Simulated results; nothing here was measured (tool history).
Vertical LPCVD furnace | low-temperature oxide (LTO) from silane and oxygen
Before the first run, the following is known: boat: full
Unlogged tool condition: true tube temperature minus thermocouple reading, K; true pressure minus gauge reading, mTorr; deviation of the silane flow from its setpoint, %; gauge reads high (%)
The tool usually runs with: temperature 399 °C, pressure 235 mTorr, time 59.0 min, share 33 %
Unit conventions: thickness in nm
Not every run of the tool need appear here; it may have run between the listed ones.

run,hour,temperature,pressure,time,share,wafers since the last listed run,hours since the last temperature calibration,hours since the pressure gauge was zeroed,hours since the silane flow controller was replaced,hours since the gauge calibration,"read-back reference wafer on the same gauge, thickness",thickness
1,0.0,399,235,59.0,33,0,3322.0,2464.5,4849.5,498.7,417.89,454.63
2,46.2,399,235,59.0,33,548,3368.2,2510.7,4895.7,544.9,418.10,454.50
3,78.5,395,235,53.0,33,383,3400.5,2543.0,4928.0,577.2,417.77,389.08
4,109.2,399,235,59.0,33,364,3431.2,2573.7,4958.7,607.9,417.99,453.53
5,133.5,399,235,59.0,33,288,3455.5,2598.0,4983.0,632.2,418.13,455.29
6,199.5,399,235,59.0,33,783,3521.5,2664.0,5049.0,698.2,418.36,452.87
7,265.3,399,235,59.0,33,781,3587.3,2729.8,5114.8,764.0,418.14,454.50
8,290.5,399,235,59.0,33,299,3612.5,2755.0,5140.0,789.2,417.73,454.94
9,330.0,399,235,59.0,33,468,3652.0,2794.5,5179.5,828.7,418.11,453.34
10,395.2,399,235,59.0,33,773,3717.2,2859.7,5244.7,893.9,418.01,453.17
11,433.3,399,235,59.0,33,452,3755.3,2897.8,5282.8,932.0,418.21,454.04
12,494.7,399,235,59.0,33,728,3816.7,2959.2,5344.2,993.4,417.86,452.43
# hour 545.3: thermocouples replaced and temperature profile calibrated
13,545.8,399,235,59.0,33,321,0.5,3010.3,5395.3,1044.5,418.27,454.02
14,598.2,399,235,59.0,33,622,52.9,3062.7,5447.7,1096.9,418.01,453.52
15,667.5,399,235,48.5,29,822,122.2,3132.0,5517.0,1166.2,417.92,309.66
16,696.7,399,235,59.0,33,346,151.4,3161.2,5546.2,1195.4,417.93,454.73
17,738.0,399,215,77.5,33,490,192.7,3202.5,5587.5,1236.7,417.66,543.74
18,767.7,411,255,82.5,33,352,222.4,3232.2,5617.2,1266.4,417.97,791.89
19,814.6,395,200,45.5,33,556,269.3,3279.1,5664.1,1313.3,417.55,282.39
# hour 847.6: silane flow controller replaced
20,882.8,399,235,45.0,33,524,337.5,3347.3,35.2,1381.5,417.59,345.13
# hour 892.8: gauge calibrated
21,917.0,404,235,44.0,27,405,371.7,3381.5,69.4,24.2,417.97,267.87
22,951.5,404,235,59.0,33,409,406.2,3416.0,103.9,58.7,418.20,479.24
23,998.2,399,235,81.0,33,554,452.9,3462.7,150.6,105.4,417.91,621.88
24,1044.3,392,235,59.0,33,547,499.0,3508.8,196.7,151.5,417.88,416.20
# hour 1083.3: pressure gauge zeroed
25,1083.8,403,235,59.0,37,183,538.5,0.5,236.2,191.0,418.38,566.57
26,1114.4,410,180,41.0,29,363,569.1,31.1,266.8,221.6,418.00,233.55
27,1172.8,399,235,59.0,33,693,627.5,89.5,325.2,280.0,418.14,464.97
28,1215.8,399,235,59.0,33,510,670.5,132.5,368.2,323.0,418.12,465.77
29,1283.2,399,235,59.0,33,800,737.9,199.9,435.6,390.4,418.04,464.34
30,1332.9,399,235,59.0,33,589,787.6,249.6,485.3,440.1,417.61,464.15
31,1370.8,388,270,70.0,33,449,825.5,287.5,523.2,478.0,418.07,551.47
32,1406.3,410,280,80.5,28,421,861.0,323.0,558.7,513.5,417.71,673.78

3 options for the next run, each taken on its own from the tool as it stands now. Forecast them:
A,1411.9,399,235,59.0,33,66,866.6,328.6,564.3,519.1,?,?
B,1411.9,407,235,75.5,35,66,866.6,328.6,564.3,519.1,?,?
C,1411.9,393,235,59.0,33,66,866.6,328.6,564.3,519.1,?,?

run,"read-back reference wafer on the same gauge, thickness",thickness
A,418.28,463.15
B,418.28,703.18
C,418.28,431.45
Take away the tool's hidden state, keep each run's random variation, and the runs would have read:
run,thickness
A,467.99
B,710.52
C,435.95

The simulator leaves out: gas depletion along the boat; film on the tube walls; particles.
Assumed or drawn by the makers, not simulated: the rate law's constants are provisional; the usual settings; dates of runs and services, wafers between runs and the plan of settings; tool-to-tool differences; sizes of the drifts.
